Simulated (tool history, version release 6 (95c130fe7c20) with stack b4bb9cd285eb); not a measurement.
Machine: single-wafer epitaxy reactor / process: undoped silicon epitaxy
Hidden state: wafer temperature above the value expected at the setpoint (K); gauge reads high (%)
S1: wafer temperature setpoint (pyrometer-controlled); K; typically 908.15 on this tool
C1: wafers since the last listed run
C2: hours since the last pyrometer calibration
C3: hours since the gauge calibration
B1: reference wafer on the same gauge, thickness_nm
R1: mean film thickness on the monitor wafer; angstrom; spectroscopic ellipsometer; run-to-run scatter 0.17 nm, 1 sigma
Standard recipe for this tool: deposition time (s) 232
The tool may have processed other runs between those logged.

Run 1, hour 0: usual settings but S1 904.15 K; C1 0; C2 2152.1; C3 606.1; B1 28.854. Result: R1 237.67 angstrom.
Run 2, hour 58.2: usual settings but S1 904.15 K; C1 294; C2 2210.3; C3 664.3; B1 28.876. Result: R1 234.66 angstrom.
Run 3, hour 192: usual settings but S1 904.15 K; C1 677; C2 2344.1; C3 798.1; B1 28.969. Result: R1 232.12 angstrom.
Run 4, hour 243.1: usual settings but S1 897.15 K; C1 258; C2 2395.2; C3 849.2; B1 28.881. Result: R1 190.52 angstrom.
Run 5, hour 269.9: usual settings but S1 897.15 K; C1 135; C2 2422; C3 876; B1 28.93. Result: R1 191.85 angstrom.
Run 6, hour 321.3: usual settings but S1 916.15 K; C1 260; C2 2473.4; C3 927.4; B1 28.877. Result: R1 311.27 angstrom.
Run 7, hour 384.3: usual settings but S1 916.15 K; C1 319; C2 2536.4; C3 990.4; B1 28.88. Result: R1 310.36 angstrom.
Run 8, hour 410.1: usual settings; C1 130; C2 2562.2; C3 1016.2; B1 28.865. Result: R1 249.46 angstrom.
Run 9, hour 465.6: usual settings; C1 281; C2 2617.7; C3 1071.7; B1 28.901. Result: R1 249.52 angstrom.
At hour 493.9: pyrometer calibrated.
Run 10, hour 525.4: usual settings; C1 262; C2 31.5; C3 1131.5; B1 28.984. Result: R1 290.65 angstrom.
At hour 550.3: gauge calibrated.
Run 11, hour 576.8: usual settings; C1 260; C2 82.9; C3 26.5; B1 28.92. Result: R1 293.92 angstrom.
Run 12, hour 615.3: usual settings; C1 195; C2 121.4; C3 65; B1 28.946. Result: R1 292.96 angstrom.
Run 13, hour 675.6: usual settings; C1 305; C2 181.7; C3 125.3; B1 28.839. Result: R1 292.9 angstrom.
Run 14, hour 731: usual settings but S1 914.15 K, deposition time (s) 254; C1 280; C2 237.1; C3 180.7; B1 28.903. Result: R1 374.8 angstrom.
Run 15, hour 794.7: usual settings but S1 904.15 K, deposition time (s) 260; C1 322; C2 300.8; C3 244.4; B1 28.82. Result: R1 294.85 angstrom.
Run 16, hour 865.7: usual settings but S1 914.15 K; C1 359; C2 371.8; C3 315.4; B1 28.865. Result: R1 341.78 angstrom.
Run 17, hour 892.6: usual settings but S1 897.15 K; C1 136; C2 398.7; C3 342.3; B1 28.828. Result: R1 221.29 angstrom.
Run 18, hour 962.3: usual settings but S1 923.15 K, deposition time (s) 270; C1 353; C2 468.4; C3 412; B1 28.866. Result: R1 496.61 angstrom.
Run 19, hour 1018.2: usual settings but deposition time (s) 248; C1 283; C2 524.3; C3 467.9; B1 28.883. Result: R1 313.42 angstrom.
Run 20, hour 1048.3: usual settings but S1 899.15 K, deposition time (s) 215; C1 152; C2 554.4; C3 498; B1 28.824. Result: R1 214.78 angstrom.
Run 21, hour 1091.2: usual settings; C1 217; C2 597.3; C3 540.9; B1 28.933. Result: R1 291.08 angstrom.
Run 22, hour 1148.6: usual settings; C1 290; C2 654.7; C3 598.3; B1 28.955. Result: R1 289.88 angstrom.
Run 23, hour 1177: usual settings but S1 901.15 K, deposition time (s) 213; C1 143; C2 683.1; C3 626.7; B1 28.921. Result: R1 223.31 angstrom.

For run 24, what comes out?
Run 24, hour 1243.5: usual settings but deposition time (s) 210; C1 336; C2 749.6; C3 693.2; B1 ?. Result: R1 ?.

{"run 24": {"B1": 28.91, "R1": 262.97}}
Minus the tool's unlogged condition, the same run would have read R1 263.93 angstrom.
